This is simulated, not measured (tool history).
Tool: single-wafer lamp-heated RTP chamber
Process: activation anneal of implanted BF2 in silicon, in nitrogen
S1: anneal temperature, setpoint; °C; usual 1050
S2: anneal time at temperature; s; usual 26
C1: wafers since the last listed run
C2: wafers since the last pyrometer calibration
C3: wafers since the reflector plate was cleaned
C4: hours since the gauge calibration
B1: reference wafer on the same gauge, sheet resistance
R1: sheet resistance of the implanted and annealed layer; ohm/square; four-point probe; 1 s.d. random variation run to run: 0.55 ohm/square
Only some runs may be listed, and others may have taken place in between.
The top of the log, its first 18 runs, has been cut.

-- hour=255.8 pyrometer window cleaned and pyrometer calibrated
run 19 hour=256.3 | S1=1050 S2=21 | C1=136 C2=5 C3=1753 C4=40.5 | B1=199.03 | R1=204.89
run 20 hour=259.8 | S1=1076 S2=26 | C1=37 C2=43 C3=1791 C4=44.0 | B1=199.01 | R1=185.89
run 21 hour=277.7 | S1=1064 S2=34 | C1=194 C2=237 C3=1986 C4=61.9 | B1=198.97 | R1=186.05
run 22 hour=288.4 | S1=1038 S2=13 | C1=116 C2=353 C3=2102 C4=72.6 | B1=199.02 | R1=227.49
run 23 hour=297.6 | S1=1068 S2=32 | C1=99 C2=453 C3=2202 C4=81.8 | B1=199.13 | R1=184.58
run 24 hour=308.1 | S1=1042 S2=26 | C1=113 C2=567 C3=2316 C4=92.3 | B1=198.90 | R1=205.82
run 25 hour=322.5 | S1=1042 S2=34 | C1=156 C2=723 C3=2472 C4=106.7 | B1=198.96 | R1=198.94
run 26 hour=335.6 | S1=1050 S2=26 | C1=142 C2=865 C3=2614 C4=119.8 | B1=199.03 | R1=199.19
run 27 hour=351.3 | S1=1050 S2=26 | C1=170 C2=1036 C3=2784 C4=135.5 | B1=199.04 | R1=199.60
run 28 hour=363.1 | S1=1050 S2=26 | C1=128 C2=1164 C3=2912 C4=147.3 | B1=199.03 | R1=197.92
-- hour=392.5 pyrometer window cleaned and pyrometer calibrated, repeated, since the last time left the tool worse
run 29 hour=401.2 | S1=1050 S2=26 | C1=326 C2=94 C3=3239 C4=185.4 | B1=199.03 | R1=208.09
run 30 hour=415.0 | S1=1023 S2=15 | C1=149 C2=244 C3=3389 C4=199.2 | B1=199.15 | R1=253.52
run 31 hour=423.3 | S1=1058 S2=34 | C1=90 C2=334 C3=3479 C4=207.5 | B1=198.86 | R1=195.51
run 32 hour=440.2 | S1=1050 S2=26 | C1=183 C2=518 C3=3662 C4=224.4 | B1=199.05 | R1=207.57
run 33 hour=452.2 | S1=1070 S2=12 | C1=130 C2=648 C3=3793 C4=236.4 | B1=198.95 | R1=211.62
run 34 hour=468.2 | S1=1031 S2=13 | C1=173 C2=821 C3=3966 C4=252.4 | B1=199.15 | R1=246.89
run 35 hour=474.5 | S1=1050 S2=26 | C1=68 C2=890 C3=4035 C4=258.7 | B1=199.14 | R1=207.81
run 36 hour=490.3 | S1=1073 S2=38 | C1=171 C2=1061 C3=4206 C4=274.5 | B1=199.11 | R1=184.60
run 37 hour=498.5 | S1=1040 S2=22 | C1=88 C2=1150 C3=4295 C4=282.7 | B1=199.00 | R1=219.90

Here are 4 independent what-if runs from the current tool condition. What would each one return?
run A hour=498.9 | S1=1060 S2=26 | C1=4 C2=1155 C3=4299 C4=283.1 | B1=? | R1=?
run B hour=498.9 | S1=1079 S2=26 | C1=4 C2=1155 C3=4299 C4=283.1 | B1=? | R1=?
run C hour=498.9 | S1=1068 S2=26 | C1=4 C2=1155 C3=4299 C4=283.1 | B1=? | R1=?
run D hour=498.9 | S1=1071 S2=26 | C1=4 C2=1155 C3=4299 C4=283.1 | B1=? | R1=?

run=A B1=198.98 R1=198.38
run=B B1=198.98 R1=187.14
run=C B1=198.98 R1=193.04
run=D B1=198.98 R1=191.26
What these runs would have given with no unlogged condition in the tool:
run=A R1=199.84
run=B R1=188.08
run=C R1=194.29
run=D R1=192.43
